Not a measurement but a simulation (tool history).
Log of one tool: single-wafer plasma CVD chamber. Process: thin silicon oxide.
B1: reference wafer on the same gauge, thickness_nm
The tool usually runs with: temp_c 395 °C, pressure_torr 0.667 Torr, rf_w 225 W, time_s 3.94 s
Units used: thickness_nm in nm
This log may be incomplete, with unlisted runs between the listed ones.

Run 1, day 0: usual settings; B1 4.85. Result: thickness_nm 5.23 nm.
Run 2, day 0.546: usual settings; B1 4.851. Result: thickness_nm 5.234 nm.
Run 3, day 1.175: usual settings; B1 4.841. Result: thickness_nm 5.264 nm.
Run 4, day 1.867: usual settings; B1 4.845. Result: thickness_nm 5.273 nm.
Run 5, day 2.167: usual settings; B1 4.848. Result: thickness_nm 5.272 nm.
Run 6, day 2.421: usual settings; B1 4.86. Result: thickness_nm 5.266 nm.
Run 7, day 2.838: usual settings; B1 4.846. Result: thickness_nm 5.27 nm.
Run 8, day 3.433: usual settings; B1 4.853. Result: thickness_nm 5.262 nm.
Run 9, day 4.058: usual settings; B1 4.846. Result: thickness_nm 5.265 nm.
Run 10, day 4.633: usual settings but temp_c 399 °C, rf_w 245 W; B1 4.851. Result: thickness_nm 5.415 nm.
Run 11, day 5.325: usual settings but temp_c 399 °C, rf_w 245 W; B1 4.848. Result: thickness_nm 5.455 nm.
At day 5.796: showerhead replaced.
Run 12, day 5.817: usual settings but pressure_torr 0.727 Torr; B1 4.86. Result: thickness_nm 5.758 nm.
Run 13, day 5.958: usual settings but temp_c 381 °C, pressure_torr 0.543 Torr, time_s 3.64 s; B1 4.852. Result: thickness_nm 4.023 nm.
Run 14, day 6.596: usual settings but temp_c 390 °C, pressure_torr 0.532 Torr; B1 4.85. Result: thickness_nm 4.251 nm.

Predict the results of run 15:
Run 15, day 6.858: usual settings but pressure_torr 0.82 Torr, rf_w 190 W; B1 ?. Result: thickness_nm ?.

Run 15 produced B1 4.852, thickness_nm 5.917 nm.
On a tool with no hidden condition, and with the same random variation, this run would have come out at thickness_nm 5.534 nm.
